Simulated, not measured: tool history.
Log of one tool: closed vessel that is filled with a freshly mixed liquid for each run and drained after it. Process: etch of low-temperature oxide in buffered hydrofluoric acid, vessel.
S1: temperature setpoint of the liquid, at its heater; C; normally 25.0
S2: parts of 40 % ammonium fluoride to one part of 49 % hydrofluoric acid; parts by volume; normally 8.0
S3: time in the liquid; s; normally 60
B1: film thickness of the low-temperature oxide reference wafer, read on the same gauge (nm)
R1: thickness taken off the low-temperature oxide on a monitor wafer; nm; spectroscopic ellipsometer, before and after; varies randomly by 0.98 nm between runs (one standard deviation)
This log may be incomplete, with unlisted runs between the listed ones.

run     day    S1    S2  S3     B1      R1
  1   0.000  25.0   9.0  60  49.99  219.77
  2   1.642  25.0   9.0  60  49.99  218.78
  3   3.154  22.5   9.5  60  49.98  184.36
  4   6.867  22.5   9.5  60  50.02  184.67
  5   8.538  25.0   8.0  60  50.04  247.32
  6  10.942  25.0   8.0  60  50.04  247.28
  7  12.783  25.0   8.0  60  50.02  242.98
  8  15.733  25.0   8.0  60  49.99  244.51
  9  18.371  25.0   8.0  60  50.01  243.05
 10  21.017  25.0   8.0  85  50.00  343.41
 11  23.521  25.0   9.0  50  50.00  179.23
 12  25.838  25.0   9.0  50  50.00  180.76
 13  28.246  25.0   9.0  50  49.96  180.81
 14  31.208  25.0   8.0  60  50.01  244.63
 15  33.621  25.0   8.0  60  49.98  244.76
 16  34.767  25.0   8.0  60  50.02  243.52
 17  37.242  27.0  10.0  75  50.02  280.76
 18  39.938  25.0   6.5  60  50.01  299.06
 19  42.133  28.0   8.0  60  49.95  286.38
 20  43.854  29.5   6.0  45  50.05  304.94
 21  45.879  23.5   8.0  30  49.94  111.02
 22  48.100  25.0   6.5  60  50.00  305.33
 23  50.662  25.0   8.0  60  50.03  247.90
 24  51.788  22.0   9.5  60  49.99  178.64
 25  53.875  22.5   8.0  35  49.96  125.46
 26  55.017  25.0   8.0  60  50.03  247.13
 27  57.096  25.0   8.0  60  50.03  245.88
 28  59.046  25.0   8.0  60  49.98  245.20
 29  67.133  25.0   9.5  85  49.99  294.06
 30  68.425  21.0   7.0  50  50.04  187.84
 31  71.000  25.0   6.5  85  50.02  432.82

Put back what was entered between runs (6 entries, withheld): which listed runs does each sit between, and how does the hidden state differ from the listed run before to the listed run after?
After run 1, before run 2: gauge calibrated (day 0.562)
  liquid colder than its thermometer reads (K): 0.0928 -> 0.103; hydrofluoric acid flow below the setpoint (%): 0.184 -> 0.304
  what was measured, less what the result would be without the hidden state, R1: -1.33 -> -1.60 nm
After run 11, before run 12: hydrofluoric acid flow meter replaced (day 23.825)
  liquid colder than its thermometer reads (K): 0.237 -> 0.251; hydrofluoric acid flow below the setpoint (%): 1.91 -> 0.168
  what was measured, less what the result would be without the hidden state, R1: -4.55 -> -2.66 nm
After run 21, before run 22: hydrofluoric acid flow meter replaced (day 46.546); thermometer replaced (day 47.704)
  liquid colder than its thermometer reads (K): 0.374 -> 0.0203; hydrofluoric acid flow below the setpoint (%): 1.64 -> 0.538
  what was measured, less what the result would be without the hidden state, R1: -4.31 -> -1.75 nm
After run 23, before run 24: gauge calibrated (day 51.117)
  liquid colder than its thermometer reads (K): 0.036 -> 0.0429; hydrofluoric acid flow below the setpoint (%): 0.726 -> 0.809
  what was measured, less what the result would be without the hidden state, R1: -2.53 -> -1.31 nm
After run 30, before run 31: hydrofluoric acid flow meter replaced (day 68.654)
  liquid colder than its thermometer reads (K): 0.145 -> 0.161; hydrofluoric acid flow below the setpoint (%): 2.03 -> 0.376
  what was measured, less what the result would be without the hidden state, R1: -5.70 -> -5.22 nm
